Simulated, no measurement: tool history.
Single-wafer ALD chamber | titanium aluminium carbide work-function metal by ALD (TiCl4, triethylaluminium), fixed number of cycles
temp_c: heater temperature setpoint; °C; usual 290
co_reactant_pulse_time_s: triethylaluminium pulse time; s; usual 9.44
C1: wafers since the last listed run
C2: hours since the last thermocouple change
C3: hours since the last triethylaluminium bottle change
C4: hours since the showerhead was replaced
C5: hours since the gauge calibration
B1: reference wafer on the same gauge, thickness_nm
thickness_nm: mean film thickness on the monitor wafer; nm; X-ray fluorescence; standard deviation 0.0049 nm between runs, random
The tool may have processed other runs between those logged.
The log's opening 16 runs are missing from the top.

run 17 hour=851.4 | temp_c=283 co_reactant_pulse_time_s=5.78 | C1=464 C2=1651.6 C3=365.2 C4=5170.9 C5=1009.9 | B1=1.599 | thickness_nm=1.631
run 18 hour=886.5 | temp_c=290 co_reactant_pulse_time_s=8.41 | C1=248 C2=1686.7 C3=400.3 C4=5206 C5=1045 | B1=1.6 | thickness_nm=1.855
run 19 hour=933.9 | temp_c=285 co_reactant_pulse_time_s=9.44 | C1=336 C2=1734.1 C3=447.7 C4=5253.4 C5=1092.4 | B1=1.601 | thickness_nm=1.862
run 20 hour=963.2 | temp_c=290 co_reactant_pulse_time_s=9.44 | C1=207 C2=1763.4 C3=477 C4=5282.7 C5=1121.7 | B1=1.6 | thickness_nm=1.899
run 21 hour=1033.5 | temp_c=303 co_reactant_pulse_time_s=8.11 | C1=498 C2=1833.7 C3=547.3 C4=5353 C5=1192 | B1=1.6 | thickness_nm=1.929
-- hour=1078.8 showerhead replaced
run 22 hour=1079.3 | temp_c=285 co_reactant_pulse_time_s=7.75 | C1=267 C2=1879.5 C3=593.1 C4=0.5 C5=1237.8 | B1=1.599 | thickness_nm=1.766
-- hour=1093.7 gauge calibrated
run 23 hour=1133.8 | temp_c=290 co_reactant_pulse_time_s=9.44 | C1=386 C2=1934 C3=647.6 C4=55 C5=40.1 | B1=1.6 | thickness_nm=1.888
run 24 hour=1166.5 | temp_c=305 co_reactant_pulse_time_s=6.28 | C1=231 C2=1966.7 C3=680.3 C4=87.7 C5=72.8 | B1=1.601 | thickness_nm=1.798
-- hour=1181.2 thermocouple changed; heater temperature recalibrated
run 25 hour=1192.5 | temp_c=302 co_reactant_pulse_time_s=5.82 | C1=127 C2=11.3 C3=706.3 C4=113.7 C5=98.8 | B1=1.599 | thickness_nm=1.721
run 26 hour=1225.8 | temp_c=300 co_reactant_pulse_time_s=9.44 | C1=236 C2=44.6 C3=739.6 C4=147 C5=132.1 | B1=1.6 | thickness_nm=1.954
run 27 hour=1308.9 | temp_c=290 co_reactant_pulse_time_s=9.44 | C1=589 C2=127.7 C3=822.7 C4=230.1 C5=215.2 | B1=1.599 | thickness_nm=1.869
run 28 hour=1509.2 | temp_c=294 co_reactant_pulse_time_s=8.5 | C1=1419 C2=328 C3=1023 C4=430.4 C5=415.5 | B1=1.6 | thickness_nm=1.848
run 29 hour=1540.8 | temp_c=296 co_reactant_pulse_time_s=9.44 | C1=224 C2=359.6 C3=1054.6 C4=462 C5=447.1 | B1=1.6 | thickness_nm=1.908
run 30 hour=1575.7 | temp_c=290 co_reactant_pulse_time_s=13.1 | C1=247 C2=394.5 C3=1089.5 C4=496.9 C5=482 | B1=1.6 | thickness_nm=1.956

Consider 5 possible next runs. They are alternatives, not a sequence: every one starts from the tool as it was left by run 30. What does each give?
run A hour=1576.1 | temp_c=290 co_reactant_pulse_time_s=8.09 | C1=2 C2=394.9 C3=1089.9 C4=497.3 C5=482.4 | B1=? | thickness_nm=?
run B hour=1576.1 | temp_c=282 co_reactant_pulse_time_s=11.07 | C1=2 C2=394.9 C3=1089.9 C4=497.3 C5=482.4 | B1=? | thickness_nm=?
run C hour=1576.1 | temp_c=300 co_reactant_pulse_time_s=8.04 | C1=2 C2=394.9 C3=1089.9 C4=497.3 C5=482.4 | B1=? | thickness_nm=?
run D hour=1576.1 | temp_c=290 co_reactant_pulse_time_s=10.6 | C1=2 C2=394.9 C3=1089.9 C4=497.3 C5=482.4 | B1=? | thickness_nm=?
run E hour=1576.1 | temp_c=280 co_reactant_pulse_time_s=10.47 | C1=2 C2=394.9 C3=1089.9 C4=497.3 C5=482.4 | B1=? | thickness_nm=?

run=A B1=1.599 thickness_nm=1.808
run=B B1=1.599 thickness_nm=1.867
run=C B1=1.599 thickness_nm=1.877
run=D B1=1.599 thickness_nm=1.914
run=E B1=1.599 thickness_nm=1.835
Take away the tool's hidden state, keep each run's random variation, and the runs would have read:
run=A thickness_nm=1.899
run=B thickness_nm=1.915
run=C thickness_nm=1.972
run=D thickness_nm=1.97
run=E thickness_nm=1.89

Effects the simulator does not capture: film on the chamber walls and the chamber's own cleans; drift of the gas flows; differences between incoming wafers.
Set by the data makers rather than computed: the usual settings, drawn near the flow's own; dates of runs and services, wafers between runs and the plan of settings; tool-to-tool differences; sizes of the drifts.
